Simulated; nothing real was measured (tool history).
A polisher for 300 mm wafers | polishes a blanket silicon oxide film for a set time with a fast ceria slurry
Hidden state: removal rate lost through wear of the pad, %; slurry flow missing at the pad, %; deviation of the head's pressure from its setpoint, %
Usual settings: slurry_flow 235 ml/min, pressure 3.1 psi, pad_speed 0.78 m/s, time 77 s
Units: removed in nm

| run | hour | slurry_flow | pressure | pad_speed | time | wafers since the last listed run | wafers polished on this pad | hours since the slurry nozzle was cleaned | hours since the head pressure was calibrated | incoming thickness of the incoming film, nm | removed |
|---|---|---|---|---|---|---|---|---|---|---|---|
| 1 | 0.0 | 235 | 3.1 | 0.78 | 77 | 0 | 484 | 122.3 | 436.5 | 2940.7 | 967.9 |
|  | 30.6 | head pressure recalibrated |
| 2 | 74.9 | 235 | 3.1 | 0.78 | 77 | 592 | 1077 | 197.2 | 44.3 | 2981.6 | 978.4 |
|  | 96.8 | worn pad replaced by a new one |
| 3 | 170.9 | 235 | 3.1 | 0.78 | 77 | 748 | 602 | 293.2 | 140.3 | 2995.1 | 978.4 |
| 4 | 222.7 | 270 | 2.4 | 0.78 | 77 | 421 | 1024 | 345.0 | 192.1 | 2987.1 | 761.2 |
|  | 262.3 | worn pad replaced by a new one |
| 5 | 264.5 | 270 | 2.4 | 0.78 | 77 | 307 | 17 | 386.8 | 233.9 | 2978.4 | 710.0 |
|  | 300.8 | slurry nozzle cleaned |
| 6 | 321.5 | 270 | 2.4 | 0.78 | 77 | 455 | 472 | 20.7 | 290.9 | 2986.3 | 696.7 |
|  | 366.6 | worn pad replaced by a new one, repeated, since the last time left the tool worse |
| 7 | 382.5 | 235 | 3.1 | 0.78 | 77 | 463 | 129 | 81.7 | 351.9 | 2988.3 | 1010.0 |
| 8 | 429.6 | 235 | 3.1 | 0.96 | 67 | 382 | 512 | 128.8 | 399.0 | 2979.4 | 1085.3 |
| 9 | 485.4 | 235 | 3.1 | 0.78 | 77 | 453 | 965 | 184.6 | 454.8 | 3001.5 | 955.1 |
|  | 494.8 | head pressure recalibrated |
|  | 551.5 | worn pad replaced by a new one |
| 10 | 575.5 | 235 | 3.1 | 0.78 | 52 | 683 | 195 | 274.7 | 80.7 | 2984.6 | 671.7 |
| 11 | 674.5 | 235 | 3.8 | 0.78 | 66 | 804 | 1000 | 373.7 | 179.7 | 2989.2 | 1007.7 |
|  | 698.2 | worn pad replaced by a new one |
|  | 715.7 | slurry nozzle cleaned |
| 12 | 764.8 | 235 | 3.1 | 0.78 | 77 | 693 | 533 | 49.1 | 270.0 | 2961.5 | 977.7 |
| 13 | 803.6 | 235 | 3.8 | 0.78 | 63 | 315 | 849 | 87.9 | 308.8 | 2973.5 | 957.6 |
| 14 | 861.8 | 235 | 2.4 | 0.92 | 77 | 473 | 1322 | 146.1 | 367.0 | 2968.5 | 857.1 |

Hidden state at the last listed run before each entry between runs and at the first one after, where it differs:
Between runs 1 and 2: head pressure recalibrated (hour 30.6)
  removal rate lost through wear of the pad, %: 2.82 -> 5.87
  measured less the result without the state, removed: -28.1 -> -61.0 nm
Between runs 2 and 3: worn pad replaced by a new one (hour 96.8)
  removal rate lost through wear of the pad, %: 5.87 -> 3.24
  measured less the result without the state, removed: -61.0 -> -32.8 nm
Between runs 4 and 5: worn pad replaced by a new one (hour 262.3)
  removal rate lost through wear of the pad, %: 5.35 -> 11.6
  measured less the result without the state, removed: -43.0 -> -93.5 nm
Between runs 5 and 6: slurry nozzle cleaned (hour 300.8)
  removal rate lost through wear of the pad, %: 11.6 -> 14
  measured less the result without the state, removed: -93.5 -> -113.0 nm
Between runs 6 and 7: worn pad replaced by a new one, repeated, since the last time left the tool worse (hour 366.6)
  removal rate lost through wear of the pad, %: 14 -> 0.875
  measured less the result without the state, removed: -113.0 -> -9.0 nm
Between runs 9 and 10: head pressure recalibrated (hour 494.8); worn pad replaced by a new one (hour 551.5)
  removal rate lost through wear of the pad, %: 5.06 -> 1.3
  measured less the result without the state, removed: -50.9 -> -8.8 nm
Between runs 11 and 12: worn pad replaced by a new one (hour 698.2); slurry nozzle cleaned (hour 715.7)
  removal rate lost through wear of the pad, %: 5.32 -> 3.06
  measured less the result without the state, removed: -56.7 -> -30.9 nm

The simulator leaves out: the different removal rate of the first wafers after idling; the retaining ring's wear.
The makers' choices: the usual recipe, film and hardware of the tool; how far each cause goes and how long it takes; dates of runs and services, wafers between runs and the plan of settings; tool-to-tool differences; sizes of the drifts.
